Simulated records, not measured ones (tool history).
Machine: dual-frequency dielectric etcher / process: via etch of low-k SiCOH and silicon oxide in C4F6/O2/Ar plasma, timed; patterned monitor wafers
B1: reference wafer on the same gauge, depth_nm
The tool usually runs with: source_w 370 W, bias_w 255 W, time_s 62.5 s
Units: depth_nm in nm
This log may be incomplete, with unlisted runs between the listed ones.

Run 1, day 0: usual settings but source_w 430 W, time_s 73 s; B1 146.8. Result: depth_nm 186.9 nm.
Run 2, day 1.192: usual settings but source_w 430 W, time_s 73 s; B1 147. Result: depth_nm 187.9 nm.
Run 3, day 2.542: usual settings but bias_w 294 W, time_s 73.5 s; B1 146.9. Result: depth_nm 188.2 nm.
Run 4, day 3.304: usual settings but bias_w 294 W, time_s 73.5 s; B1 147. Result: depth_nm 189.2 nm.
Run 5, day 4.467: usual settings but bias_w 294 W, time_s 73.5 s; B1 147.1. Result: depth_nm 190.2 nm.
Run 6, day 5.725: usual settings; B1 147.3. Result: depth_nm 152.2 nm.
Run 7, day 7.092: usual settings; B1 146.9. Result: depth_nm 151 nm.
Run 8, day 7.892: usual settings; B1 146.9. Result: depth_nm 151.4 nm.
At day 9.321: source power generator calibrated.
Run 9, day 9.342: usual settings but time_s 53 s; B1 147.2. Result: depth_nm 127.8 nm.
Run 10, day 10.567: usual settings but time_s 53 s; B1 147. Result: depth_nm 128.5 nm.
At day 12.371: gauge calibrated.
At day 12.642: bias power generator calibrated.
Run 11, day 12.662: usual settings; B1 147. Result: depth_nm 149.8 nm.
Run 12, day 13.262: usual settings but bias_w 307 W; B1 147. Result: depth_nm 159.5 nm.
At day 14.496: upper electrode replaced.
At day 17.792: wet clean of the chamber.
Run 13, day 17.812: usual settings but source_w 290 W, bias_w 307 W; B1 146.9. Result: depth_nm 153.9 nm.
Run 14, day 18.25: usual settings but source_w 430 W, bias_w 303 W, time_s 73 s; B1 147. Result: depth_nm 203.6 nm.
Run 15, day 19.683: usual settings but source_w 350 W, bias_w 296 W, time_s 81.5 s; B1 147.1. Result: depth_nm 210.1 nm.
Run 16, day 20.225: usual settings; B1 147.1. Result: depth_nm 155.4 nm.
Run 17, day 20.767: usual settings but source_w 410 W, time_s 70.5 s; B1 147.2. Result: depth_nm 179.4 nm.
Run 18, day 21.542: usual settings but bias_w 286 W, time_s 52.5 s; B1 147. Result: depth_nm 135.6 nm.
Run 19, day 22.517: usual settings but bias_w 294 W, time_s 73.5 s; B1 147.3. Result: depth_nm 191.4 nm.
Run 20, day 23.338: usual settings; B1 146.9. Result: depth_nm 151.8 nm.
Run 21, day 27.4: usual settings; B1 146.9. Result: depth_nm 153.1 nm.
Run 22, day 28.471: usual settings but bias_w 306 W; B1 147.1. Result: depth_nm 161.7 nm.
At day 28.892: gauge calibrated.
Run 23, day 29.338: usual settings but source_w 280 W, bias_w 292 W; B1 147. Result: depth_nm 147.3 nm.

Predict each of these 4 candidate next runs independently; none follows another, all start after run 23:
Run A, day 29.354: usual settings but source_w 400 W; B1 ?. Result: depth_nm ?.
Run B, day 29.354: usual settings but bias_w 221 W; B1 ?. Result: depth_nm ?.
Run C, day 29.354: usual settings but bias_w 211 W, time_s 73.5 s; B1 ?. Result: depth_nm ?.
Run D, day 29.354: usual settings but source_w 330 W, bias_w 214 W, time_s 79.5 s; B1 ?. Result: depth_nm ?.

run     B1  depth_nm
  A  146.9     155.3
  B  146.9       144
  C  146.9     166.6
  D  146.9     174.7
Without the tool's hidden state the same runs would have given:
run  depth_nm
  A     158.9
  B     147.3
  C     170.4
  D     178.7
